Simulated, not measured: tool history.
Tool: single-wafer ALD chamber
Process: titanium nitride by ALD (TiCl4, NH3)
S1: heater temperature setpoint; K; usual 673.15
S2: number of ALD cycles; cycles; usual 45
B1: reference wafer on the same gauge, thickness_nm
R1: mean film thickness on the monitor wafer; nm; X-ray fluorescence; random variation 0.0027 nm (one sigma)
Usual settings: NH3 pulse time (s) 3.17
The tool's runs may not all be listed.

Run 1, day 0.000: usual settings; B1 0.900. Result: R1 1.087 nm.
Run 2, day 1.154: usual settings; B1 0.900. Result: R1 1.087 nm.
Run 3, day 2.846: usual settings; B1 0.899. Result: R1 1.089 nm.
Run 4, day 5.308: usual settings; B1 0.899. Result: R1 1.088 nm.
Run 5, day 8.212: usual settings; B1 0.899. Result: R1 1.093 nm.
Run 6, day 10.408: usual settings; B1 0.900. Result: R1 1.091 nm.
Run 7, day 12.938: usual settings; B1 0.901. Result: R1 1.088 nm.
Run 8, day 15.012: usual settings; B1 0.900. Result: R1 1.089 nm.
Run 9, day 16.067: usual settings but S2 48 cycles; B1 0.900. Result: R1 1.161 nm.
Run 10, day 18.150: usual settings but S2 48 cycles; B1 0.901. Result: R1 1.161 nm.
Run 11, day 20.067: usual settings but S1 678.15 K; B1 0.901. Result: R1 1.090 nm.
Run 12, day 22.817: usual settings; B1 0.900. Result: R1 1.091 nm.
Run 13, day 24.454: usual settings; B1 0.900. Result: R1 1.089 nm.
Run 14, day 26.517: usual settings but NH3 pulse time (s) 3.96; B1 0.899. Result: R1 1.097 nm.
Run 15, day 34.458: usual settings but S1 662.15 K, NH3 pulse time (s) 4.26; B1 0.900. Result: R1 1.085 nm.
Run 16, day 35.575: usual settings; B1 0.900. Result: R1 1.087 nm.
Run 17, day 38.479: usual settings but NH3 pulse time (s) 3.58; B1 0.899. Result: R1 1.090 nm.
Run 18, day 40.883: usual settings but S1 668.15 K, S2 50 cycles; B1 0.900. Result: R1 1.206 nm.
Run 19, day 41.933: usual settings; B1 0.900. Result: R1 1.085 nm.
Run 20, day 45.762: usual settings; B1 0.900. Result: R1 1.083 nm.
Run 21, day 47.662: usual settings but S2 49 cycles; B1 0.900. Result: R1 1.185 nm.
Run 22, day 48.604: usual settings but NH3 pulse time (s) 4.29; B1 0.900. Result: R1 1.096 nm.
Run 23, day 51.458: usual settings but S1 681.15 K, NH3 pulse time (s) 3.99; B1 0.900. Result: R1 1.089 nm.
Run 24, day 52.642: usual settings; B1 0.900. Result: R1 1.082 nm.
Run 25, day 54.362: usual settings but S1 664.15 K, S2 42 cycles, NH3 pulse time (s) 3.50; B1 0.899. Result: R1 1.012 nm.
Run 26, day 55.521: usual settings but S2 36 cycles, NH3 pulse time (s) 2.26; B1 0.900. Result: R1 0.865 nm.
Run 27, day 57.075: usual settings; B1 0.900. Result: R1 1.087 nm.
Run 28, day 58.825: usual settings but S1 688.15 K, NH3 pulse time (s) 4.14; B1 0.901. Result: R1 1.093 nm.
Run 29, day 60.854: usual settings but S2 50 cycles, NH3 pulse time (s) 3.50; B1 0.900. Result: R1 1.207 nm.

Not shown: 3 entries that the log had between the listed runs. Between which runs, and how does the tool's hidden state differ before and after?
Between runs 12 and 13: thermocouple changed; heater temperature recalibrated (day 24.004)
  no hidden state differs between the two runs
Between runs 15 and 16: gauge calibrated (day 34.942)
  no hidden state differs between the two runs
Between runs 20 and 21: showerhead replaced (day 47.642)
  no hidden state differs between the two runs
